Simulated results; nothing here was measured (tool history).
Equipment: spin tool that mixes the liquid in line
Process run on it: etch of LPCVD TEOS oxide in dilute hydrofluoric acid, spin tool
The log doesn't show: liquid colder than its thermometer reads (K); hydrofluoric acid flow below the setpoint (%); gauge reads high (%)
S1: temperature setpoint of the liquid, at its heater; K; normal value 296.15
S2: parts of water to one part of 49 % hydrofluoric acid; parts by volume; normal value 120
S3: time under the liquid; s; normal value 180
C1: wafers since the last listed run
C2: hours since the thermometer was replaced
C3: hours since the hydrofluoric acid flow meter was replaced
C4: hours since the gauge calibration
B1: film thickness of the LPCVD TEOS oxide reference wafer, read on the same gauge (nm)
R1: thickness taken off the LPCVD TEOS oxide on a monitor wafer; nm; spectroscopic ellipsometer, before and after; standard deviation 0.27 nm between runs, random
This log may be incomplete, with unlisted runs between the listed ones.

run,hour,S1,S2,S3,C1,C2,C3,C4,B1,R1
1,0.0,296.15,165,180,0,1765.9,2128.6,217.5,39.99,29.60
2,14.3,296.15,165,180,60,1780.2,2142.9,231.8,39.99,29.35
3,31.7,296.15,120,180,73,1797.6,2160.3,249.2,40.00,42.78
4,40.3,296.15,120,180,36,1806.2,2168.9,257.8,39.99,42.84
5,51.9,296.15,95,155,49,1817.8,2180.5,269.4,40.00,47.97
6,64.0,296.15,95,155,51,1829.9,2192.6,281.5,40.00,47.57
7,72.5,296.15,95,155,35,1838.4,2201.1,290.0,40.00,47.59
8,82.7,296.15,120,180,43,1848.6,2211.3,300.2,40.00,42.41
# hour 85.3: hydrofluoric acid flow meter replaced
9,93.1,296.15,120,180,39,1859.0,7.8,310.6,39.99,42.55
# hour 94.3: gauge calibrated
10,102.5,296.15,120,180,39,1868.4,17.2,8.2,39.99,42.95
11,120.1,296.15,120,180,74,1886.0,34.8,25.8,39.99,42.25
12,131.4,298.15,120,140,47,1897.3,46.1,37.1,40.03,35.68
13,142.3,296.15,120,180,46,1908.2,57.0,48.0,40.00,42.87
14,149.7,300.15,180,180,31,1915.6,64.4,55.4,40.00,30.86
15,174.2,296.15,120,180,103,1940.1,88.9,79.9,40.00,42.95
16,181.7,296.15,120,180,31,1947.6,96.4,87.4,39.98,42.20
# hour 193.2: thermometer replaced
17,195.5,294.15,150,105,54,2.3,110.2,101.2,40.00,17.82
18,205.9,298.15,65,255,44,12.7,120.6,111.6,40.01,129.47
19,221.0,293.15,75,180,63,27.8,135.7,126.7,39.98,63.60
20,234.3,298.15,120,140,56,41.1,149.0,140.0,40.00,35.83
21,242.0,298.65,70,180,32,48.8,156.7,147.7,40.01,86.13
22,252.9,298.15,120,265,46,59.7,167.6,158.6,40.00,67.75
23,268.8,301.15,140,145,67,75.6,183.5,174.5,40.00,34.85
24,275.3,291.15,120,115,27,82.1,190.0,181.0,40.00,22.06
25,288.5,296.15,120,180,55,95.3,203.2,194.2,40.02,42.38
26,304.1,296.15,120,180,66,110.9,218.8,209.8,40.02,42.54
27,321.7,296.15,180,85,74,128.5,236.4,227.4,40.00,12.55
28,330.9,291.65,165,90,38,137.7,245.6,236.6,40.00,12.46
29,347.6,300.65,120,255,70,154.4,262.3,253.3,39.99,71.68
30,356.6,298.15,120,260,38,163.4,271.3,262.3,40.01,65.97
31,407.3,297.65,160,215,214,214.1,322.0,313.0,40.00,38.07
32,414.9,294.65,140,100,32,221.7,329.6,320.6,39.99,18.83

The tool's hidden state at each run:
liquid colder than its thermometer reads (K): 0 on each run
hydrofluoric acid flow below the setpoint (%): 0 on each run
gauge reads high (%): 0 on each run

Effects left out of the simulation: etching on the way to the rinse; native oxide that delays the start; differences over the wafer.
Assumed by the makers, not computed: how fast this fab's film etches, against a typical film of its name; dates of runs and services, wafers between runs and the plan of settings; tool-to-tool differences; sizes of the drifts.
